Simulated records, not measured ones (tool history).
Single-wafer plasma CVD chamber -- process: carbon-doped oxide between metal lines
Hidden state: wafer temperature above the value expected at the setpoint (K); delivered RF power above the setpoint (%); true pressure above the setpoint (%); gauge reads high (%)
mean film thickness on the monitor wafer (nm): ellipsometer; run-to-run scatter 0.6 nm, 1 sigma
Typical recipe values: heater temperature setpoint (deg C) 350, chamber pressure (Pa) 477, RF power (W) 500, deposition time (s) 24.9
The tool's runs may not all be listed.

run,hour,heater temperature setpoint (deg C),chamber pressure (Pa),RF power (W),deposition time (s),wafers since the last listed run,hours since the last thermocouple change,hours since the last RF generator calibration,hours since the last manometer calibration,hours since the showerhead was replaced,hours since the gauge calibration,"read-back reference wafer on the same gauge, thickness_nm",mean film thickness on the monitor wafer (nm)
1,0.0,350,477,500,24.9,0,152.2,1114.0,1341.1,3136.0,744.5,101.936,127.438
# hour 33.7: RF generator calibrated
2,58.5,341,477,500,24.9,739,210.7,24.8,1399.6,3194.5,803.0,101.836,129.934
3,246.8,350,477,500,24.9,2756,399.0,213.1,1587.9,3382.8,991.3,101.958,127.709
4,290.0,350,477,500,24.9,632,442.2,256.3,1631.1,3426.0,1034.5,101.850,127.745
# hour 304.2: thermocouple changed; heater temperature recalibrated, repeated, since the last time left the tool worse
5,347.0,350,477,500,24.9,717,42.8,313.3,1688.1,3483.0,1091.5,101.913,124.767
6,412.8,350,477,520,24.9,963,108.6,379.1,1753.9,3548.8,1157.3,101.922,125.910
7,463.2,350,435,500,24.9,737,159.0,429.5,1804.3,3599.2,1207.7,102.043,123.332
8,568.0,350,477,540,26.4,1533,263.8,534.3,1909.1,3704.0,1312.5,102.037,137.584
# hour 615.1: showerhead replaced
9,658.2,350,477,560,24.9,1203,354.0,624.5,1999.3,43.1,1402.7,102.000,133.071
10,719.1,350,477,465,22.5,891,414.9,685.4,2060.2,104.0,1463.6,101.949,108.480
# hour 754.7: gauge calibrated
11,764.8,361,537,470,29.4,668,460.6,731.1,2105.9,149.7,10.1,101.952,139.896
12,833.2,350,477,500,24.9,1001,529.0,799.5,2174.3,218.1,78.5,101.976,124.306
13,872.1,350,477,500,24.9,569,567.9,838.4,2213.2,257.0,117.4,102.142,124.881
14,962.7,336,397,500,24.9,1326,658.5,929.0,2303.8,347.6,208.0,102.011,128.928
15,1049.6,350,477,600,28.9,1271,745.4,1015.9,2390.7,434.5,294.9,101.972,159.577
# hour 1092.3: capacitance manometer re-zeroed and calibrated
16,1118.5,358,477,500,29.4,891,814.3,1084.8,26.2,503.4,363.8,102.039,144.434
17,1197.4,350,569,475,24.9,1154,893.2,1163.7,105.1,582.3,442.7,101.939,123.408
# hour 1248.8: RF generator calibrated
18,1273.7,350,477,500,24.9,999,969.5,24.9,181.4,658.6,519.0,101.923,125.290
19,1363.2,350,583,500,24.9,1309,1059.0,114.4,270.9,748.1,608.5,102.063,128.033
20,1400.9,350,477,500,26.3,551,1096.7,152.1,308.6,785.8,646.2,101.807,132.775
21,1451.0,341,379,500,24.9,733,1146.8,202.2,358.7,835.9,696.3,102.188,126.125
22,1499.5,340,477,500,24.9,709,1195.3,250.7,407.2,884.4,744.8,101.991,127.885
23,1564.1,350,477,500,24.9,945,1259.9,315.3,471.8,949.0,809.4,102.042,126.081
24,1667.7,338,360,455,23.6,1516,1363.5,418.9,575.4,1052.6,913.0,101.860,114.920
25,1763.1,345,447,420,28.4,1396,1458.9,514.3,670.8,1148.0,1008.4,101.938,130.474
26,1888.5,350,477,500,24.9,1835,1584.3,639.7,796.2,1273.4,1133.8,102.167,125.537
27,1947.8,350,477,500,24.9,867,1643.6,699.0,855.5,1332.7,1193.1,102.005,125.925

What the log doesn't show, run by run:
delivered RF power above the setpoint (%): 0, the same for each run
true pressure above the setpoint (%): 0, the same for each run
gauge reads high (%): 0, the same for each run
H1: wafer temperature above the value expected at the setpoint (K)
run,H1
1,-7.38
2,-7.46
3,-7.72
4,-7.78
5,-0.116
6,-0.207
7,-0.277
8,-0.421
9,-0.546
10,-0.63
11,-0.693
12,-0.788
13,-0.842
14,-0.967
15,-1.09
16,-1.18
17,-1.29
18,-1.4
19,-1.52
20,-1.57
21,-1.64
22,-1.71
23,-1.8
24,-1.94
25,-2.07
26,-2.25
27,-2.33

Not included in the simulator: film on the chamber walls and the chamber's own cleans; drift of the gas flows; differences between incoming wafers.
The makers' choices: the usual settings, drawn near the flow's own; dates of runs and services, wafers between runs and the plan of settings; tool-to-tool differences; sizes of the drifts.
